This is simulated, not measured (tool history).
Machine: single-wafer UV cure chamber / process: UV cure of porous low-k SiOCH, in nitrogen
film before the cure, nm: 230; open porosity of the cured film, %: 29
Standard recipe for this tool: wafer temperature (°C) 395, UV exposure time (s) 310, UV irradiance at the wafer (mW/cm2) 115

run	hour	wafer temperature (°C)	UV exposure time (s)	UV irradiance at the wafer (mW/cm2)	wafers since the last listed run	hours since the UV bulbs were replaced	wafers since the quartz window was cleaned	loss of film thickness in the cure (%)
1	0	395	310	115	0	1090.2	534	15.903
2	208.1	395	310	115	1830	1298.3	2364	15.754
3	243	402	310	115	306	1333.2	2671	15.817
4	304.6	395	310	89	541	1394.8	3212	14.052
# hour 328.7: quartz window cleaned
5	348.2	395	310	89	313	1438.4	171	14.212
6	409.6	388	310	115	539	1499.8	711	15.483
7	437.1	388	310	115	241	1527.3	953	15.248
8	479.4	395	310	115	372	1569.6	1325	15.409
9	535.6	395	310	115	494	1625.8	1819	15.582
10	595.3	395	310	115	525	1685.5	2344	15.731
# hour 623.8: quartz window cleaned
11	658.7	395	310	115	487	1748.9	306	15.62
12	708.2	395	310	131	435	1798.4	741	15.918
13	743.8	395	310	131	313	1834	1054	16.555
14	799.2	414	235	143	487	1889.4	1542	15.587
15	863	395	310	115	561	1953.2	2103	15.834
16	926.8	395	310	115	561	2017	2664	15.21
# hour 971.8: quartz window cleaned
17	972.4	388	310	115	330	2062.6	5	15.153
# hour 1014.6: UV bulbs replaced
18	1041.2	379	195	80	534	26.6	539	12.229
19	1109.2	385	435	135	598	94.6	1137	19.962
20	1152.3	395	130	115	379	137.7	1516	11.966
21	1279.5	388	180	83	1118	264.9	2635	11.601
# hour 1357.9: quartz window cleaned
22	1422.3	395	310	115	1185	407.7	566	16.108
23	1460	389	310	138	331	445.4	897	17.205
24	1509.2	378	200	115	432	494.6	1330	13.575
25	1557.9	395	310	115	428	543.3	1758	16.154
26	1614.1	390	310	80	494	599.5	2252	13.958
# hour 1688.6: quartz window cleaned
27	1731.7	375	265	115	963	717.1	378	15.273

Below are 3 alternative next runs, each starting from the tool's condition after run 27. Predict each:
A	1732.2	395	310	115	4	717.6	383	?
B	1732.2	395	310	144	4	717.6	383	?
C	1732.2	395	125	115	4	717.6	383	?

run	loss of film thickness in the cure (%)
A	16.195
B	17.433
C	11.418
Stripped of hidden state, with their random variation kept, the same runs would have yielded:
run	loss of film thickness in the cure (%)
A	17.174
B	18.422
C	12.324
